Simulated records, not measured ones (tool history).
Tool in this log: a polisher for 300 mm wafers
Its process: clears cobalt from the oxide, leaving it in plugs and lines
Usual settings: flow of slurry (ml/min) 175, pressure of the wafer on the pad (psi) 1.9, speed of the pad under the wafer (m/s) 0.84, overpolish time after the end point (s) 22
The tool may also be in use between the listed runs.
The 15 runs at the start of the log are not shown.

run     day  flow of slurry (ml/min)  pressure of the wafer on the pad (psi)  speed of the pad under the wafer (m/s)  overpolish time after the end point (s)  incoming thickness of the incoming film, nm  time until the end point was called (s)  dishing of a wide line in a test structure (Å)
     61.196  -- head pressure recalibrated
     61.317  -- slurry nozzle cleaned
 16  61.571                      175                                     1.9                                    0.84                                       22                                        152.8                                     39.7                                             460
 17  64.862                      175                                     1.9                                    0.84                                       22                                          152                                       40                                             445
 18  67.596                      175                                     2.3                                    0.84                                       22                                        151.2                                       35                                             473
 19  70.512                      175                                     1.2                                    0.76                                       22                                        149.4                                     54.7                                             364
     73.588  -- worn pad replaced by a new one
 20  73.908                      175                                     1.9                                    0.58                                       30                                        149.6                                     47.7                                             483
 21    76.8                      175                                     1.9                                    0.84                                       22                                          151                                       39                                             465
 22  80.575                      220                                     1.9                                    0.84                                       22                                        148.2                                     38.5                                             462
 23  84.033                      130                                     1.9                                    0.84                                       28                                        149.6                                       43                                             485
     86.275  -- slurry nozzle cleaned
 24  87.517                      175                                     1.9                                     0.6                                       22                                        148.8                                     47.7                                             395
 25    89.7                      210                                     1.9                                     1.1                                       22                                        150.8                                     33.6                                             492

Estimate the outcome of run 26 from the log above:
 26  91.683                      175                                     1.9                                    0.84                                       22                                        151.6                                        ?                                               ?

{"run 26": {"time until the end point was called (s)": 41.7, "dishing of a wide line in a test structure (Å)": 440}}
With the hidden condition absent and the run-to-run variation left alone, this run would have shown time until the end point was called (s) 36.9, dishing of a wide line in a test structure (Å) 469.
